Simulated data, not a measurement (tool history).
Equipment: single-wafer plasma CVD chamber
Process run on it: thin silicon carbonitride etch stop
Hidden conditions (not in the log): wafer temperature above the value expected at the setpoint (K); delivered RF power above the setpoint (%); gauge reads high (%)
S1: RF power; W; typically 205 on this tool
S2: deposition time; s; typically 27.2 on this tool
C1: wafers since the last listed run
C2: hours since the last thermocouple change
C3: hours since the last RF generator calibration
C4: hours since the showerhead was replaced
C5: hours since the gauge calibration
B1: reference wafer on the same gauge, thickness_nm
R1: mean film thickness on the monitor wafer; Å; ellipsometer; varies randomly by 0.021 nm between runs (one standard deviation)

run   hour   S1    S2    C1      C2      C3      C4     C5      B1      R1
  1      0  205  24.5     0  1863.8  1512.9  7593.8   55.2  11.653  128.98
  2   10.9  205  24.5   312  1874.7  1523.8  7604.7   66.1   11.66  129.77
  3   21.8  205  24.5   312  1885.6  1534.7  7615.6     77  11.661  129.17
  4   38.3  185  23.9   472  1902.1  1551.2  7632.1   93.5  11.671  123.66
  5     55  185  23.9   478  1918.8  1567.9  7648.8  110.2  11.685  123.49
  6   63.9  205  27.2   254  1927.7  1576.8  7657.7  119.1  11.689   143.8
  7   81.3  205  27.2   498  1945.1  1594.2  7675.1  136.5  11.698  143.99
  8   90.3  205  27.2   257  1954.1  1603.2  7684.1  145.5  11.692  143.97
  9   98.7  180  27.2   240  1962.5  1611.6  7692.5  153.9  11.695  140.07
 10  111.1  180  27.2   355  1974.9    1624  7704.9  166.3  11.699  140.51
     123.9  -- showerhead replaced
     129.2  -- RF generator calibrated
 11  129.7  180  27.2   153  1993.5     0.5     5.8  184.9    11.7  140.32
 12    130  240  29.5     8  1993.8     0.8     6.1  185.2  11.704  161.57
 13  141.4  205  27.2   326  2005.2    12.2    17.5  196.6  11.709  144.04
     163.2  -- thermocouple changed; heater temperature recalibrated
 14  163.7  225  23.7   409     0.5    34.5    39.8  218.9  11.711  128.04
 15  174.2  205  27.2   300      11      45    50.3  229.4  11.713  144.13
       183  -- gauge calibrated
 16  190.3  190  22.6   461    27.1    61.1    66.4    7.3  11.602  116.88
 17    197  230  27.2   191    33.8    67.8    73.1     14   11.61  146.51
 18  205.5  240  22.5   243    42.3    76.3    81.6   22.5  11.621  122.64
 19  217.5  205  29.7   343    54.3    88.3    93.6   34.5  11.633   156.4
 20  225.9  225  23.8   240    62.7    96.7     102   42.9  11.635  127.63
 21  279.5  230  25.2  1535   116.3   150.3   155.6   96.5  11.673  136.41
 22  297.5  205  27.2   515   134.3   168.3   173.6  114.5  11.675  143.68

The tool's hidden state at each run:
wafer temperature above the value expected at the setpoint (K): 0, the same for each run
delivered RF power above the setpoint (%): 0, the same for each run
H1: gauge reads high (%)
run       H1
  1    0.466
  2     0.53
  3    0.587
  4    0.661
  5    0.725
  6    0.754
  7    0.804
  8    0.827
  9    0.846
 10    0.871
 11    0.903
 12    0.903
 13     0.92
 14    0.947
 15    0.958
 16  0.00974
 17   0.0771
 18    0.156
 19    0.256
 20    0.318
 21    0.608
 22    0.674
